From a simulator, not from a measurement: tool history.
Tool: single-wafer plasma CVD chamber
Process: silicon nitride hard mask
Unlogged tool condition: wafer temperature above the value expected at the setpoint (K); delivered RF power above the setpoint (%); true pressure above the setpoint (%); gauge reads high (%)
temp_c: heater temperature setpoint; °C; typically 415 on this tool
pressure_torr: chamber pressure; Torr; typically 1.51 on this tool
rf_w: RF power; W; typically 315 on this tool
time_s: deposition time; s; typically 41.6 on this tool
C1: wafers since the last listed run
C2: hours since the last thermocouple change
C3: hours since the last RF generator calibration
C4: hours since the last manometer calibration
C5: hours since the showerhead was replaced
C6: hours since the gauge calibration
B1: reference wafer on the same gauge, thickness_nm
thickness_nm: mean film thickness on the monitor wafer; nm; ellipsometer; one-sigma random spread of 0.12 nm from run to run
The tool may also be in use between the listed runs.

Run 1, day 0.000: usual settings but time_s 44.1 s; C1 0; C2 1372.4; C3 82.1; C4 892.5; C5 5075.3; C6 495.9; B1 52.415. Result: thickness_nm 55.256 nm.
Run 2, day 2.396: usual settings but time_s 44.1 s; C1 813; C2 1429.9; C3 139.6; C4 950.0; C5 5132.8; C6 553.4; B1 52.411. Result: thickness_nm 55.055 nm.
Run 3, day 5.962: usual settings but temp_c 407 °C; C1 1211; C2 1515.5; C3 225.2; C4 1035.6; C5 5218.4; C6 639.0; B1 52.427. Result: thickness_nm 52.507 nm.
Run 4, day 8.696: usual settings; C1 928; C2 1581.1; C3 290.8; C4 1101.2; C5 5284.0; C6 704.6; B1 52.375. Result: thickness_nm 52.353 nm.
Run 5, day 12.988: usual settings; C1 1457; C2 1684.1; C3 393.8; C4 1204.2; C5 5387.0; C6 807.6; B1 52.403. Result: thickness_nm 52.545 nm.
Run 6, day 14.742: usual settings; C1 595; C2 1726.2; C3 435.9; C4 1246.3; C5 5429.1; C6 849.7; B1 52.394. Result: thickness_nm 52.407 nm.
At day 15.492: capacitance manometer re-zeroed and calibrated.
At day 15.783: gauge calibrated.
Run 7, day 18.546: usual settings; C1 1178; C2 1817.5; C3 527.2; C4 73.3; C5 5520.4; C6 66.3; B1 52.458. Result: thickness_nm 52.991 nm.
Run 8, day 21.521: usual settings but pressure_torr 1.62 Torr; C1 1010; C2 1888.9; C3 598.6; C4 144.7; C5 5591.8; C6 137.7; B1 52.381. Result: thickness_nm 54.301 nm.
Run 9, day 25.404: usual settings but pressure_torr 1.82 Torr, rf_w 275 W; C1 1319; C2 1982.1; C3 691.8; C4 237.9; C5 5685.0; C6 230.9; B1 52.411. Result: thickness_nm 51.201 nm.
At day 26.583: capacitance manometer re-zeroed and calibrated, repeated, since the last time left the tool worse.
At day 28.454: thermocouple changed; heater temperature recalibrated.
Run 10, day 28.508: usual settings but temp_c 424 °C, pressure_torr 1.64 Torr, rf_w 345 W, time_s 36.6 s; C1 827; C2 1.3; C3 766.3; C4 46.2; C5 5759.5; C6 305.4; B1 52.433. Result: thickness_nm 49.522 nm.
Run 11, day 32.421: usual settings but pressure_torr 1.87 Torr, time_s 35.2 s; C1 1328; C2 95.2; C3 860.2; C4 140.1; C5 5853.4; C6 399.3; B1 52.457. Result: thickness_nm 46.787 nm.
At day 34.067: RF generator calibrated.
Run 12, day 34.900: usual settings but temp_c 408 °C, rf_w 255 W, time_s 49.4 s; C1 728; C2 154.7; C3 20.0; C4 199.6; C5 5912.9; C6 458.8; B1 52.410. Result: thickness_nm 52.919 nm.
Run 13, day 38.167: usual settings but pressure_torr 1.62 Torr; C1 1109; C2 233.1; C3 98.4; C4 278.0; C5 5991.3; C6 537.2; B1 52.453. Result: thickness_nm 53.173 nm.
At day 38.500: showerhead replaced.
Run 14, day 41.208: usual settings but pressure_torr 1.77 Torr, rf_w 260 W; C1 919; C2 306.1; C3 171.4; C4 351.0; C5 65.0; C6 610.2; B1 52.447. Result: thickness_nm 47.257 nm.
Run 15, day 44.617: usual settings but temp_c 426 °C, pressure_torr 1.17 Torr, rf_w 295 W; C1 1157; C2 387.9; C3 253.2; C4 432.8; C5 146.8; C6 692.0; B1 52.464. Result: thickness_nm 44.938 nm.
At day 46.788: gauge calibrated.
Run 16, day 47.179: usual settings but temp_c 426 °C, pressure_torr 1.31 Torr, rf_w 280 W; C1 870; C2 449.4; C3 314.7; C4 494.3; C5 208.3; C6 9.4; B1 52.377. Result: thickness_nm 45.223 nm.
Run 17, day 50.062: usual settings but rf_w 340 W; C1 979; C2 518.6; C3 383.9; C4 563.5; C5 277.5; C6 78.6; B1 52.400. Result: thickness_nm 54.637 nm.

Measured less the same run without the tool's hidden state. The same run-to-run variation is in both; the gauge's scatter may not be:
run  thickness_nm
  1        +0.385
  2        +0.432
  3        +0.487
  4        +0.546
  5        +0.651
  6        +0.694
  7        +1.319
  8        +1.312
  9        +1.205
 10        -0.012
 11        -0.005
 12        +0.005
 13        +0.021
 14        +0.037
 15        +0.071
 16        +0.090
 17        +0.135

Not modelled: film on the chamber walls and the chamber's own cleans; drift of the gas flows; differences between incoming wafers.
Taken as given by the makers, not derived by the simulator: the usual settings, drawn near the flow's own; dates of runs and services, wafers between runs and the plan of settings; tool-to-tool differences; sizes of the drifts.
